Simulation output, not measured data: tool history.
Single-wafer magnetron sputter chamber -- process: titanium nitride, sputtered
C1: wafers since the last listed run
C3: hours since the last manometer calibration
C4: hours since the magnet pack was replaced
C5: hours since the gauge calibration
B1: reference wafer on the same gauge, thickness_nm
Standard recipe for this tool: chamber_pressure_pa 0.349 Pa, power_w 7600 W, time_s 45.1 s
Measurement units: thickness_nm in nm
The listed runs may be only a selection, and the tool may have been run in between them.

run 1 day=0.000 | chamber_pressure_pa=0.349 power_w=7600 time_s=45.1 | C1=0 wafers_on_the_sputter_target=5820 C3=450.3 C4=9575.5 C5=314.0 | B1=63.299 | thickness_nm=59.436
run 2 day=2.379 | chamber_pressure_pa=0.349 power_w=7600 time_s=45.1 | C1=1562 wafers_on_the_sputter_target=7382 C3=507.4 C4=9632.6 C5=371.1 | B1=63.217 | thickness_nm=59.310
run 3 day=6.533 | chamber_pressure_pa=0.349 power_w=7600 time_s=45.1 | C1=2727 wafers_on_the_sputter_target=10109 C3=607.1 C4=9732.3 C5=470.8 | B1=63.322 | thickness_nm=58.725
run 4 day=9.746 | chamber_pressure_pa=0.349 power_w=7600 time_s=43.2 | C1=2109 wafers_on_the_sputter_target=12219 C3=684.2 C4=9809.4 C5=547.9 | B1=63.296 | thickness_nm=56.185
-- day=12.121 sputter target and shields replaced
run 5 day=14.212 | chamber_pressure_pa=0.349 power_w=7600 time_s=45.1 | C1=2713 wafers_on_the_sputter_target=1373 C3=791.4 C4=9916.6 C5=655.1 | B1=63.280 | thickness_nm=59.771
run 6 day=18.300 | chamber_pressure_pa=0.349 power_w=7600 time_s=45.1 | C1=2683 wafers_on_the_sputter_target=4057 C3=889.5 C4=10014.7 C5=753.2 | B1=63.263 | thickness_nm=59.807
run 7 day=20.900 | chamber_pressure_pa=0.349 power_w=7600 time_s=45.1 | C1=1707 wafers_on_the_sputter_target=5764 C3=951.9 C4=10077.1 C5=815.6 | B1=63.320 | thickness_nm=59.287
run 8 day=22.825 | chamber_pressure_pa=0.349 power_w=7600 time_s=45.1 | C1=1263 wafers_on_the_sputter_target=7028 C3=998.1 C4=10123.3 C5=861.8 | B1=63.322 | thickness_nm=59.127
run 9 day=27.000 | chamber_pressure_pa=0.349 power_w=7600 time_s=45.1 | C1=2741 wafers_on_the_sputter_target=9769 C3=1098.3 C4=10223.5 C5=962.0 | B1=63.327 | thickness_nm=58.902
-- day=31.312 sputter target and shields replaced
run 10 day=31.333 | chamber_pressure_pa=0.349 power_w=7600 time_s=45.1 | C1=2626 wafers_on_the_sputter_target=13 C3=1202.3 C4=10327.5 C5=1066.0 | B1=63.224 | thickness_nm=59.859
run 11 day=34.383 | chamber_pressure_pa=0.349 power_w=7600 time_s=45.1 | C1=2002 wafers_on_the_sputter_target=2016 C3=1275.5 C4=10400.7 C5=1139.2 | B1=63.296 | thickness_nm=59.493
run 12 day=45.383 | chamber_pressure_pa=0.349 power_w=7600 time_s=45.1 | C1=7222 wafers_on_the_sputter_target=9238 C3=1539.5 C4=10664.7 C5=1403.2 | B1=63.297 | thickness_nm=59.140
run 13 day=48.000 | chamber_pressure_pa=0.349 power_w=7600 time_s=45.1 | C1=1718 wafers_on_the_sputter_target=10956 C3=1602.3 C4=10727.5 C5=1466.0 | B1=63.319 | thickness_nm=58.580
-- day=49.712 sputter target and shields replaced
-- day=52.362 magnet pack replaced
run 14 day=52.383 | chamber_pressure_pa=0.349 power_w=7600 time_s=45.1 | C1=2440 wafers_on_the_sputter_target=1533 C3=1707.5 C4=0.5 C5=1571.2 | B1=63.271 | thickness_nm=59.470
run 15 day=55.492 | chamber_pressure_pa=0.349 power_w=7600 time_s=45.1 | C1=2040 wafers_on_the_sputter_target=3574 C3=1782.1 C4=75.1 C5=1645.8 | B1=63.289 | thickness_nm=59.167
run 16 day=58.383 | chamber_pressure_pa=0.463 power_w=8150 time_s=52.7 | C1=1898 wafers_on_the_sputter_target=5473 C3=1851.5 C4=144.5 C5=1715.2 | B1=63.304 | thickness_nm=70.505
run 17 day=62.796 | chamber_pressure_pa=0.349 power_w=7600 time_s=45.1 | C1=2897 wafers_on_the_sputter_target=8370 C3=1957.4 C4=250.4 C5=1821.1 | B1=63.328 | thickness_nm=58.715
run 18 day=66.821 | chamber_pressure_pa=0.221 power_w=7600 time_s=45.1 | C1=2642 wafers_on_the_sputter_target=11013 C3=2054.0 C4=347.0 C5=1917.7 | B1=63.249 | thickness_nm=60.517
-- day=67.479 sputter target and shields replaced
-- day=68.458 capacitance manometer re-zeroed and calibrated
run 19 day=69.479 | chamber_pressure_pa=0.349 power_w=7050 time_s=53.8 | C1=1307 wafers_on_the_sputter_target=1093 C3=24.5 C4=410.8 C5=1981.5 | B1=63.304 | thickness_nm=68.282
run 20 day=72.312 | chamber_pressure_pa=0.249 power_w=9150 time_s=50.8 | C1=1860 wafers_on_the_sputter_target=2953 C3=92.5 C4=478.8 C5=2049.5 | B1=63.302 | thickness_nm=78.177
run 21 day=76.012 | chamber_pressure_pa=0.349 power_w=6450 time_s=45.1 | C1=2429 wafers_on_the_sputter_target=5383 C3=181.3 C4=567.6 C5=2138.3 | B1=63.298 | thickness_nm=53.462
-- day=76.396 gauge calibrated
run 22 day=79.183 | chamber_pressure_pa=0.255 power_w=7600 time_s=41.6 | C1=2081 wafers_on_the_sputter_target=7465 C3=257.4 C4=643.7 C5=66.9 | B1=63.275 | thickness_nm=55.745
run 23 day=81.771 | chamber_pressure_pa=0.239 power_w=7600 time_s=50.8 | C1=1698 wafers_on_the_sputter_target=9163 C3=319.5 C4=705.8 C5=129.0 | B1=63.335 | thickness_nm=68.459
run 24 day=85.992 | chamber_pressure_pa=0.480 power_w=7600 time_s=52.3 | C1=2771 wafers_on_the_sputter_target=11935 C3=420.8 C4=807.1 C5=230.3 | B1=63.306 | thickness_nm=66.150
-- day=88.121 sputter target and shields replaced
run 25 day=89.129 | chamber_pressure_pa=0.349 power_w=7600 time_s=45.1 | C1=1841 wafers_on_the_sputter_target=661 C3=496.1 C4=882.4 C5=305.6 | B1=63.328 | thickness_nm=60.038

Forecast run 26:
run 26 day=90.900 | chamber_pressure_pa=0.349 power_w=9100 time_s=41.9 | C1=1162 wafers_on_the_sputter_target=1824 C3=538.6 C4=924.9 C5=348.1 | B1=? | thickness_nm=?

{"run 26": {"B1": 63.289, "thickness_nm": 62.744}}
With no hidden state in the tool, this same run would have given thickness_nm 63.418 nm.

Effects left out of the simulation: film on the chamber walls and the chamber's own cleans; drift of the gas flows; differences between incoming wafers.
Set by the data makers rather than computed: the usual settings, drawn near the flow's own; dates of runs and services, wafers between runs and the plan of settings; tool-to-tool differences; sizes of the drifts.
